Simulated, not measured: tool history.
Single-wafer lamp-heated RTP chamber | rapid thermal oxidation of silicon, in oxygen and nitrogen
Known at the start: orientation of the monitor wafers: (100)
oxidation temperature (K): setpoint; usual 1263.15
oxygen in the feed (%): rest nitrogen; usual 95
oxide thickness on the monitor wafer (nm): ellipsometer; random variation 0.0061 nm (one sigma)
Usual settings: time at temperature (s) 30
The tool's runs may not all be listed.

run      day  oxidation temperature (K)  time at temperature (s)  oxygen in the feed (%)  read-back reference wafer on the same gauge, thickness  oxide thickness on the monitor wafer (nm)
  1        0                    1263.15                       30                      95                                                    4.24                                      4.092
  2    1.771                    1263.15                       30                      95                                                   4.241                                      4.097
  3    4.179                    1263.15                       30                      95                                                   4.241                                      4.117
  4    6.262                    1263.15                       30                      95                                                    4.24                                      4.113
  5    8.971                    1263.15                       25                      95                                                   4.239                                      3.828
      12.029  -- pyrometer window cleaned and pyrometer calibrated
  6   12.046                    1263.15                       30                      95                                                    4.24                                      4.058
      12.979  -- gauge calibrated
  7   15.279                    1263.15                       30                      86                                                    4.24                                      3.951
  8     19.2                    1263.15                       30                      86                                                    4.24                                      3.951
  9   21.204                    1263.15                       30                      86                                                   4.241                                      3.958
 10   24.117                    1263.15                       30                      95                                                   4.238                                      4.107
 11   25.792                    1263.15                       30                      95                                                   4.241                                      4.098
 12   27.817                    1263.15                       30                      95                                                    4.24                                      4.108
 13   30.371                    1263.15                       30                      95                                                    4.24                                      4.119
 14    33.55                    1263.15                       20                      71                                                   4.239                                      3.267
 15   35.712                    1263.15                       20                      71                                                    4.24                                      3.262
 16   38.042                    1263.15                       20                      71                                                   4.239                                      3.255
      41.683  -- pyrometer window cleaned and pyrometer calibrated
      42.162  -- oxygen flow controller replaced
 17   42.454                    1272.15                       41                      98                                                    4.24                                      4.967
 18   45.362                    1263.15                       30                      95                                                   4.239                                      4.071
 19   48.008                    1245.15                       30                      82                                                   4.241                                      3.473
 20   55.854                    1236.15                       17                      98                                                   4.239                                      2.865
 21   58.258                    1263.15                       22                      95                                                    4.24                                      3.642
 22   60.096                    1263.15                       20                      75                                                   4.242                                      3.291
 23   63.925                    1263.15                       30                      95                                                    4.24                                      4.115
 24   67.229                    1278.15                       18                      95                                                   4.239                                      3.749
      71.162  -- pyrometer window cleaned and pyrometer calibrated
 25   77.371                    1250.15                       43                      98                                                    4.24                                      4.332
 26   78.933                    1263.15                       17                      69                                                    4.24                                      3.029
 27   82.638                    1263.15                       30                      95                                                    4.24                                      4.074
 28   85.562                    1263.15                       30                      67                                                    4.24                                      3.679
 29   87.883                    1283.15                       24                      95                                                   4.239                                      4.299
 30   91.162                    1263.15                       43                      98                                                   4.242                                      4.814
      93.825  -- gauge calibrated
 31   94.771                    1288.15                       30                      95                                                   4.237                                      4.896
      97.167  -- pyrometer window cleaned and pyrometer calibrated
 32   98.517                    1263.15                       38                      95                                                   4.239                                      4.474
 33  109.254                    1252.15                       40                      95                                                   4.239                                      4.256
 34  112.692                    1263.15                       30                      95                                                    4.24                                      4.098
 35  116.429                    1263.15                       22                      95                                                    4.24                                      3.638
 36  118.983                    1263.15                       37                      95                                                    4.24                                       4.48
 37  120.804                    1288.15                       36                      68                                                   4.241                                       4.72

Forecast each of these 5 alternatives for the next run:
  A  120.825                    1263.15                       30                      95                                                       ?                                          ?
  B  120.825                    1290.15                       19                      95                                                       ?                                          ?
  C  120.825                    1272.15                       30                      95                                                       ?                                          ?
  D  120.825                    1263.15                       35                      95                                                       ?                                          ?
  E  120.825                    1273.15                       30                      95                                                       ?                                          ?

run  read-back reference wafer on the same gauge, thickness  oxide thickness on the monitor wafer (nm)
  A                                                    4.24                                      4.108
  B                                                    4.24                                       4.12
  C                                                    4.24                                      4.371
  D                                                    4.24                                      4.372
  E                                                    4.24                                      4.401
Without the tool's hidden state the same runs would have given:
run  oxide thickness on the monitor wafer (nm)
  A                                       4.04
  B                                      4.053
  C                                      4.298
  D                                      4.297
  E                                      4.327
